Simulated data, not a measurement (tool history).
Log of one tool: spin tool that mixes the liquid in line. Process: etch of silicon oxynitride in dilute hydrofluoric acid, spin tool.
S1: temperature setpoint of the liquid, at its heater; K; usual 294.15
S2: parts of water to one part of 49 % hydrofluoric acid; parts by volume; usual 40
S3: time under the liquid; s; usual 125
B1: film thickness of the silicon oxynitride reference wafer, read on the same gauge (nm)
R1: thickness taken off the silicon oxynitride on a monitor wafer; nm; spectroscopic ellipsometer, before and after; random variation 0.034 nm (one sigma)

run    hour      S1  S2   S3      B1     R1
  1       0  294.15  40  125  149.99   6.72
  2    69.5  294.15  40  125  149.99   6.76
       83.9  -- thermometer replaced
  3   110.4  294.15  40  125  150.02   6.82
  4   205.8  294.15  25  165  149.99  14.49
  5   299.1  294.15  25  165  150.02   14.4
  6   359.2  294.15  40  125  150.01   6.86
      386.3  -- hydrofluoric acid flow meter replaced
  7   439.8  294.15  40  125  149.99   6.66
  8     483  294.15  40  125  150.02   6.66
  9   553.5  290.65  40   90     150   4.05
 10   634.1  294.15  40  125     150   6.64
 11   700.4  294.15  40  125     150   6.73
      766.7  -- thermometer replaced
 12   797.4  294.15  40  125  149.99   6.73
 13   869.4  294.15  55  125     150   4.87
 14     955  294.15  40  165  149.99   9.07
 15  1035.6  294.15  35   75     150   4.69
 16  1110.6  294.15  35   75  149.99   4.72
 17  1158.7  290.15  30  100  150.01   6.04
 18  1203.9  296.15  55   95  150.01   4.17
     1214.4  -- hydrofluoric acid flow meter replaced
     1294.7  -- gauge calibrated
     1302.9  -- thermometer replaced
 19  1485.4  294.15  40  125     150   6.71
 20  1582.8  294.15  40   75  149.99   4.04
 21  1754.2  294.15  30  125  149.98   9.01
 22  1825.5  294.15  35  125  150.01   7.81
 23  1882.7  299.15  40  125  150.02   8.59
 24  1922.8  294.15  30  165  150.02  12.05

Measured less the same run without the tool's hidden state. The same run-to-run variation is in both; the gauge's scatter may not be:
The hidden state here: liquid hotter than its thermometer reads (K); hydrofluoric acid flow above the setpoint (%); gauge reads high (%).
run     R1
  1  +0.14
  2  +0.15
  3  +0.16
  4   +0.4
  5  +0.44
  6  +0.23
  7  +0.05
  8  +0.06
  9  +0.04
 10   +0.1
 11  +0.12
 12  +0.14
 13  +0.12
 14  +0.25
 15  +0.14
 16  +0.16
 17  +0.21
 18  +0.16
 19  +0.08
 20  +0.07
 21   +0.2
 22   +0.2
 23  +0.24
 24  +0.34
